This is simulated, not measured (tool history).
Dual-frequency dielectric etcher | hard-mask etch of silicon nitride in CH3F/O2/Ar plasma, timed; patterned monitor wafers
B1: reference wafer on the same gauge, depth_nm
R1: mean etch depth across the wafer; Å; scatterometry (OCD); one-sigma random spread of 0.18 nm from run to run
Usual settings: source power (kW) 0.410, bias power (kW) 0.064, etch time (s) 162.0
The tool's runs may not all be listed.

run 1 hour=0.0 | source_power_(kW)=0.410 bias_power_(kW)=0.071 etch_time_(s)=174.0 | B1=91 | R1=1141
run 2 hour=28.0 | source_power_(kW)=0.410 bias_power_(kW)=0.071 etch_time_(s)=174.0 | B1=91 | R1=1145
run 3 hour=85.9 | source_power_(kW)=0.410 bias_power_(kW)=0.064 etch_time_(s)=162.0 | B1=91 | R1=1015
run 4 hour=138.3 | source_power_(kW)=0.410 bias_power_(kW)=0.064 etch_time_(s)=162.0 | B1=91 | R1=1018
run 5 hour=168.8 | source_power_(kW)=0.410 bias_power_(kW)=0.064 etch_time_(s)=162.0 | B1=91 | R1=1015
run 6 hour=214.3 | source_power_(kW)=0.410 bias_power_(kW)=0.064 etch_time_(s)=162.0 | B1=91 | R1=1020
run 7 hour=245.9 | source_power_(kW)=0.410 bias_power_(kW)=0.064 etch_time_(s)=162.0 | B1=91 | R1=1017
run 8 hour=297.5 | source_power_(kW)=0.410 bias_power_(kW)=0.064 etch_time_(s)=162.0 | B1=91 | R1=1015
-- hour=333.5 wet clean of the chamber
run 9 hour=334.0 | source_power_(kW)=0.410 bias_power_(kW)=0.071 etch_time_(s)=183.0 | B1=91 | R1=1200
-- hour=354.7 gauge calibrated
run 10 hour=370.5 | source_power_(kW)=0.410 bias_power_(kW)=0.064 etch_time_(s)=162.0 | B1=91 | R1=1016
run 11 hour=422.2 | source_power_(kW)=0.410 bias_power_(kW)=0.064 etch_time_(s)=162.0 | B1=91 | R1=1013
run 12 hour=459.5 | source_power_(kW)=0.350 bias_power_(kW)=0.064 etch_time_(s)=124.5 | B1=91 | R1=730
-- hour=481.6 source power generator calibrated
run 13 hour=507.9 | source_power_(kW)=0.410 bias_power_(kW)=0.064 etch_time_(s)=162.0 | B1=91 | R1=1032
-- hour=512.7 bias power generator calibrated
-- hour=552.4 upper electrode replaced
run 14 hour=552.9 | source_power_(kW)=0.460 bias_power_(kW)=0.053 etch_time_(s)=162.0 | B1=91 | R1=1009
run 15 hour=585.2 | source_power_(kW)=0.410 bias_power_(kW)=0.054 etch_time_(s)=162.0 | B1=91 | R1=970
run 16 hour=612.6 | source_power_(kW)=0.510 bias_power_(kW)=0.064 etch_time_(s)=162.0 | B1=91 | R1=1147
run 17 hour=678.3 | source_power_(kW)=0.410 bias_power_(kW)=0.064 etch_time_(s)=162.0 | B1=91 | R1=1040
run 18 hour=715.4 | source_power_(kW)=0.410 bias_power_(kW)=0.064 etch_time_(s)=162.0 | B1=91 | R1=1038
-- hour=751.2 wet clean of the chamber
run 19 hour=761.9 | source_power_(kW)=0.410 bias_power_(kW)=0.064 etch_time_(s)=125.0 | B1=91 | R1=803
run 20 hour=805.4 | source_power_(kW)=0.410 bias_power_(kW)=0.064 etch_time_(s)=162.0 | B1=91 | R1=1035
run 21 hour=872.5 | source_power_(kW)=0.340 bias_power_(kW)=0.064 etch_time_(s)=162.0 | B1=91 | R1=957
run 22 hour=913.7 | source_power_(kW)=0.310 bias_power_(kW)=0.064 etch_time_(s)=162.0 | B1=91 | R1=919

Forecast each of these 5 alternatives for the next run:
run A hour=914.2 | source_power_(kW)=0.500 bias_power_(kW)=0.064 etch_time_(s)=162.0 | B1=? | R1=?
run B hour=914.2 | source_power_(kW)=0.360 bias_power_(kW)=0.050 etch_time_(s)=193.0 | B1=? | R1=?
run C hour=914.2 | source_power_(kW)=0.470 bias_power_(kW)=0.064 etch_time_(s)=195.0 | B1=? | R1=?
run D hour=914.2 | source_power_(kW)=0.380 bias_power_(kW)=0.064 etch_time_(s)=193.0 | B1=? | R1=?
run E hour=914.2 | source_power_(kW)=0.340 bias_power_(kW)=0.051 etch_time_(s)=114.5 | B1=? | R1=?

run=A B1=91 R1=1129
run=B B1=91 R1=1048
run=C B1=91 R1=1324
run=D B1=91 R1=1197
run=E B1=91 R1=611
Without the tool's unlogged condition, the same runs would have read:
run=A R1=1153
run=B R1=1070
run=C R1=1353
run=D R1=1223
run=E R1=624

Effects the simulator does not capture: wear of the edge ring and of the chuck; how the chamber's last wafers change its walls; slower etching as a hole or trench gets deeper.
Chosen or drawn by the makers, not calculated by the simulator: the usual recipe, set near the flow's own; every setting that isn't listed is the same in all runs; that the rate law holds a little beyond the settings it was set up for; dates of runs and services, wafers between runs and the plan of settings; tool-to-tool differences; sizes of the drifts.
